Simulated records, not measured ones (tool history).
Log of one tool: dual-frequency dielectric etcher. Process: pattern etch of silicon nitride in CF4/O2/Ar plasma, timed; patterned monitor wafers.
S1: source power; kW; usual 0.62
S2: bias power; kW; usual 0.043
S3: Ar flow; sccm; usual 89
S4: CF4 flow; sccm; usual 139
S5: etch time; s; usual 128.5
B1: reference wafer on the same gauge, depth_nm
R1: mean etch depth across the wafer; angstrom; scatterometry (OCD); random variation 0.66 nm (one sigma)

Run 1, day 0: usual settings; B1 296.2. Result: R1 2880 angstrom.
Run 2, day 1.75: usual settings but S3 68 sccm; B1 296.4. Result: R1 2967 angstrom.
Run 3, day 3.467: usual settings; B1 296.4. Result: R1 2882 angstrom.
Run 4, day 5.662: usual settings but S3 69 sccm, S4 107 sccm, S5 139 s; B1 296.3. Result: R1 3113 angstrom.
At day 7.421: wet clean of the chamber.
Run 5, day 8.054: usual settings; B1 296.4. Result: R1 2891 angstrom.
At day 8.517: gauge calibrated.
Run 6, day 10.479: usual settings but S4 149 sccm, S5 110.5 s; B1 300.1. Result: R1 2534 angstrom.
Run 7, day 14.017: usual settings but S1 0.5 kW; B1 300. Result: R1 2321 angstrom.
Run 8, day 18.296: usual settings; B1 299.7. Result: R1 2918 angstrom.
At day 19.912: CF4 flow controller replaced.
Run 9, day 22.092: usual settings; B1 299.5. Result: R1 2929 angstrom.
Run 10, day 25.346: usual settings but S1 0.72 kW, S2 0.054 kW, S4 120 sccm; B1 299.1. Result: R1 3662 angstrom.
Run 11, day 29.833: usual settings but S1 0.5 kW, S2 0.05 kW, S3 69 sccm, S4 112 sccm; B1 298.8. Result: R1 2450 angstrom.
At day 30.704: Ar flow controller replaced.
Run 12, day 33.812: usual settings but S3 95 sccm, S5 141 s; B1 298.7. Result: R1 3180 angstrom.
Run 13, day 35.442: usual settings but S3 99 sccm; B1 298.7. Result: R1 2873 angstrom.
At day 38.567: wet clean of the chamber.
Run 14, day 39.196: usual settings but S1 0.7 kW, S2 0.047 kW, S4 171 sccm, S5 115 s; B1 298.4. Result: R1 3133 angstrom.

The next listed run, before its measurement:
At day 39.379: source power generator calibrated.
Run 15, day 42.933: usual settings but S1 0.78 kW, S2 0.052 kW; B1 ?. Result: R1 ?.

Run 15 gave B1 297.9, R1 3980 angstrom.
Without the tool's hidden state the same run would have given R1 4005 angstrom.

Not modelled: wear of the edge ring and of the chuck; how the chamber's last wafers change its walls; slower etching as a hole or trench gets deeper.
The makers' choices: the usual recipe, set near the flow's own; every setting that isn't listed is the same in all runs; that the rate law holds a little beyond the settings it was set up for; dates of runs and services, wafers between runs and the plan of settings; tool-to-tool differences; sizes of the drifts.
